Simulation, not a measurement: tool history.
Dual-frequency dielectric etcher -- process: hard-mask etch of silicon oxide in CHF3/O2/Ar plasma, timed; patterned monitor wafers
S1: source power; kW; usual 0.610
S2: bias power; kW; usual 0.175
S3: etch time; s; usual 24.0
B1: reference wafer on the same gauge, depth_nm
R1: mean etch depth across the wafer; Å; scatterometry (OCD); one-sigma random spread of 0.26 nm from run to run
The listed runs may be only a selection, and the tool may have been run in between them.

run 1 hour=0.0 | S1=0.610 S2=0.175 S3=24.0 | B1=36.48 | R1=450.9
run 2 hour=13.4 | S1=0.610 S2=0.175 S3=24.0 | B1=36.52 | R1=451.5
run 3 hour=44.2 | S1=0.610 S2=0.175 S3=29.0 | B1=36.53 | R1=544.0
-- hour=85.6 wet clean of the chamber
run 4 hour=86.1 | S1=0.550 S2=0.175 S3=24.0 | B1=36.52 | R1=420.8
run 5 hour=86.4 | S1=0.550 S2=0.175 S3=24.0 | B1=36.49 | R1=423.3
run 6 hour=110.2 | S1=0.550 S2=0.175 S3=24.0 | B1=36.48 | R1=422.9
run 7 hour=125.4 | S1=0.610 S2=0.175 S3=24.0 | B1=36.51 | R1=435.3
run 8 hour=141.9 | S1=0.690 S2=0.175 S3=21.5 | B1=36.51 | R1=412.0
run 9 hour=159.5 | S1=0.690 S2=0.175 S3=21.5 | B1=36.50 | R1=415.3
run 10 hour=263.6 | S1=0.610 S2=0.175 S3=27.0 | B1=36.52 | R1=496.6
-- hour=269.2 gauge calibrated
-- hour=293.3 upper electrode replaced
run 11 hour=293.8 | S1=0.610 S2=0.175 S3=27.0 | B1=36.49 | R1=496.8
run 12 hour=302.8 | S1=0.610 S2=0.175 S3=24.0 | B1=36.51 | R1=446.5
run 13 hour=325.5 | S1=0.610 S2=0.175 S3=24.0 | B1=36.55 | R1=439.8
run 14 hour=358.8 | S1=0.610 S2=0.175 S3=24.0 | B1=36.51 | R1=449.7
run 15 hour=393.3 | S1=0.660 S2=0.219 S3=29.0 | B1=36.50 | R1=588.5
run 16 hour=416.3 | S1=0.490 S2=0.175 S3=24.0 | B1=36.52 | R1=417.5
-- hour=434.9 bias power generator calibrated
run 17 hour=435.4 | S1=0.730 S2=0.175 S3=24.0 | B1=36.46 | R1=479.9
run 18 hour=448.4 | S1=0.520 S2=0.175 S3=30.5 | B1=36.48 | R1=544.9
-- hour=492.9 wet clean of the chamber
run 19 hour=493.4 | S1=0.610 S2=0.175 S3=29.5 | B1=36.51 | R1=563.5
run 20 hour=501.7 | S1=0.670 S2=0.145 S3=20.5 | B1=36.55 | R1=392.2
run 21 hour=562.6 | S1=0.610 S2=0.175 S3=27.0 | B1=36.48 | R1=520.3
-- hour=610.7 wet clean of the chamber, repeated, since the last time left the tool worse
-- hour=666.7 source power generator calibrated
run 22 hour=669.9 | S1=0.730 S2=0.175 S3=24.0 | B1=36.49 | R1=469.8
run 23 hour=729.3 | S1=0.610 S2=0.175 S3=20.5 | B1=36.48 | R1=378.5
run 24 hour=749.3 | S1=0.610 S2=0.194 S3=29.5 | B1=36.50 | R1=557.5
run 25 hour=775.5 | S1=0.610 S2=0.175 S3=24.0 | B1=36.49 | R1=444.5
run 26 hour=794.7 | S1=0.610 S2=0.175 S3=18.0 | B1=36.48 | R1=329.5
run 27 hour=812.0 | S1=0.530 S2=0.175 S3=28.5 | B1=36.54 | R1=504.6
run 28 hour=841.0 | S1=0.610 S2=0.175 S3=24.0 | B1=36.47 | R1=448.9
run 29 hour=874.6 | S1=0.550 S2=0.175 S3=24.0 | B1=36.49 | R1=436.2

Forecast each of these 4 alternatives for the next run:
run A hour=875.0 | S1=0.610 S2=0.175 S3=19.0 | B1=? | R1=?
run B hour=875.0 | S1=0.610 S2=0.195 S3=31.0 | B1=? | R1=?
run C hour=875.0 | S1=0.610 S2=0.149 S3=24.0 | B1=? | R1=?
run D hour=875.0 | S1=0.610 S2=0.135 S3=24.0 | B1=? | R1=?

run=A B1=36.49 R1=356.7
run=B B1=36.49 R1=598.1
run=C B1=36.49 R1=433.5
run=D B1=36.49 R1=424.0
What these runs would have given with no unlogged condition in the tool:
run=A R1=346.9
run=B R1=581.6
run=C R1=421.6
run=D R1=412.3
